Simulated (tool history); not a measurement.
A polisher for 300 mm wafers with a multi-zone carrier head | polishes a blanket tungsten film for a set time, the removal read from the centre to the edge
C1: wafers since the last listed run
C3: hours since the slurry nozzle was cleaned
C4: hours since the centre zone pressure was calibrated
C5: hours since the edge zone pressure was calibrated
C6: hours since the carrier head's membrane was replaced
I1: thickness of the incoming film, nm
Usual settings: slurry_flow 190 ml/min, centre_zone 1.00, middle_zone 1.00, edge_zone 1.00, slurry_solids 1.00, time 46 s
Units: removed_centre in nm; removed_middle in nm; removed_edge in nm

Run 1, day 0.000: usual settings; C1 0; wafers polished on this pad 6083; C3 261.8; C4 101.2; C5 787.8; C6 536.8; I1 848.9. Result: removed_centre 190.2 nm, removed_middle 184.6 nm, removed_edge 193.2 nm.
At day 0.083: edge zone pressure recalibrated.
At day 2.988: worn pad replaced by a new one.
Run 2, day 3.658: usual settings but slurry_flow 140 ml/min, edge_zone 0.93, slurry_solids 1.25, time 58 s; C1 736; wafers polished on this pad 144; C3 349.6; C4 189.0; C5 85.8; C6 624.6; I1 856.6. Result: removed_centre 240.8 nm, removed_middle 245.4 nm, removed_edge 245.4 nm.
Run 3, day 5.633: usual settings but slurry_solids 0.90; C1 427; wafers polished on this pad 571; C3 397.0; C4 236.4; C5 133.2; C6 672.0; I1 859.8. Result: removed_centre 193.8 nm, removed_middle 188.8 nm, removed_edge 193.5 nm.
Run 4, day 9.304: usual settings; C1 793; wafers polished on this pad 1365; C3 485.1; C4 324.5; C5 221.3; C6 760.1; I1 867.4. Result: removed_centre 198.2 nm, removed_middle 193.6 nm, removed_edge 200.3 nm.
Run 5, day 11.029: usual settings but slurry_flow 240 ml/min; C1 372; wafers polished on this pad 1738; C3 526.5; C4 365.9; C5 262.7; C6 801.5; I1 869.2. Result: removed_centre 204.9 nm, removed_middle 200.1 nm, removed_edge 202.4 nm.
Run 6, day 13.475: usual settings but middle_zone 1.10, edge_zone 1.06, slurry_solids 0.70; C1 528; wafers polished on this pad 2267; C3 585.2; C4 424.6; C5 321.4; C6 860.2; I1 854.7. Result: removed_centre 172.4 nm, removed_middle 184.1 nm, removed_edge 181.0 nm.
Run 7, day 17.742: usual settings but slurry_flow 140 ml/min, centre_zone 0.96; C1 922; wafers polished on this pad 3189; C3 687.6; C4 527.0; C5 423.8; C6 962.6; I1 856.5. Result: removed_centre 165.7 nm, removed_middle 168.5 nm, removed_edge 179.2 nm.
At day 19.292: carrier head's membrane replaced by a new one.
Run 8, day 19.908: usual settings but middle_zone 1.11, time 39 s; C1 423; wafers polished on this pad 3613; C3 739.6; C4 579.0; C5 475.8; C6 14.8; I1 859.5. Result: removed_centre 161.4 nm, removed_middle 173.3 nm, removed_edge 163.7 nm.
At day 21.550: slurry nozzle cleaned.
Run 9, day 24.183: usual settings but middle_zone 0.94, time 58 s; C1 915; wafers polished on this pad 4528; C3 63.2; C4 681.6; C5 578.4; C6 117.4; I1 870.6. Result: removed_centre 255.5 nm, removed_middle 241.4 nm, removed_edge 258.5 nm.
Run 10, day 27.746: usual settings; C1 770; wafers polished on this pad 5298; C3 148.7; C4 767.1; C5 663.9; C6 202.9; I1 858.3. Result: removed_centre 200.6 nm, removed_middle 194.3 nm, removed_edge 197.1 nm.
Run 11, day 29.292: usual settings; C1 334; wafers polished on this pad 5632; C3 185.8; C4 804.2; C5 701.0; C6 240.0; I1 859.9. Result: removed_centre 198.4 nm, removed_middle 190.3 nm, removed_edge 197.4 nm.
Run 12, day 32.396: usual settings but slurry_flow 165 ml/min, centre_zone 0.93, middle_zone 1.06, edge_zone 0.94; C1 671; wafers polished on this pad 6304; C3 260.3; C4 878.7; C5 775.5; C6 314.5; I1 865.5. Result: removed_centre 172.2 nm, removed_middle 187.4 nm, removed_edge 179.6 nm.
At day 33.846: edge zone pressure recalibrated.
Run 13, day 35.604: usual settings but middle_zone 1.03; C1 675; wafers polished on this pad 6979; C3 337.3; C4 955.7; C5 42.2; C6 391.5; I1 871.6. Result: removed_centre 186.3 nm, removed_middle 188.7 nm, removed_edge 187.8 nm.
At day 37.058: centre zone pressure recalibrated.
Run 14, day 37.392: usual settings; C1 368; wafers polished on this pad 7348; C3 380.2; C4 8.0; C5 85.1; C6 434.4; I1 853.3. Result: removed_centre 182.1 nm, removed_middle 177.7 nm, removed_edge 184.0 nm.
At day 37.804: worn pad replaced by a new one.
Run 15, day 41.538: usual settings but middle_zone 1.07, edge_zone 1.09, time 36 s; C1 860; wafers polished on this pad 807; C3 479.7; C4 107.5; C5 184.6; C6 533.9; I1 856.4. Result: removed_centre 152.5 nm, removed_middle 158.3 nm, removed_edge 161.4 nm.
Run 16, day 44.725: usual settings but centre_zone 0.93, middle_zone 1.07, edge_zone 0.92, time 36 s; C1 689; wafers polished on this pad 1496; C3 556.2; C4 184.0; C5 261.1; C6 610.4; I1 863.0. Result: removed_centre 139.5 nm, removed_middle 158.9 nm, removed_edge 146.1 nm.
Run 17, day 47.196: usual settings; C1 534; wafers polished on this pad 2030; C3 615.5; C4 243.3; C5 320.4; C6 669.7; I1 864.3. Result: removed_centre 191.5 nm, removed_middle 191.0 nm, removed_edge 196.5 nm.
At day 49.754: slurry nozzle cleaned.
Run 18, day 50.992: usual settings but time 36 s; C1 811; wafers polished on this pad 2842; C3 29.7; C4 334.4; C5 411.5; C6 760.8; I1 858.7. Result: removed_centre 163.7 nm, removed_middle 159.1 nm, removed_edge 163.6 nm.
Run 19, day 54.683: usual settings but slurry_flow 245 ml/min, centre_zone 0.90, slurry_solids 0.90, time 39 s; C1 798; wafers polished on this pad 3640; C3 118.3; C4 423.0; C5 500.1; C6 849.4; I1 862.8. Result: removed_centre 159.1 nm, removed_middle 170.7 nm, removed_edge 171.6 nm.

Run 20 comes next. What will it give?
Run 20, day 57.867: usual settings but centre_zone 1.06, slurry_solids 1.10; C1 688; wafers polished on this pad 4329; C3 194.7; C4 499.4; C5 576.5; C6 925.8; I1 866.4. Result: removed_centre ?, removed_middle ?, removed_edge ?.

Run 20 gave removed_centre 212.9 nm, removed_middle 198.1 nm, removed_edge 203.0 nm.
Without the tool's hidden state the same run would have given removed_centre 230.5 nm, removed_middle 213.3 nm, removed_edge 216.0 nm.
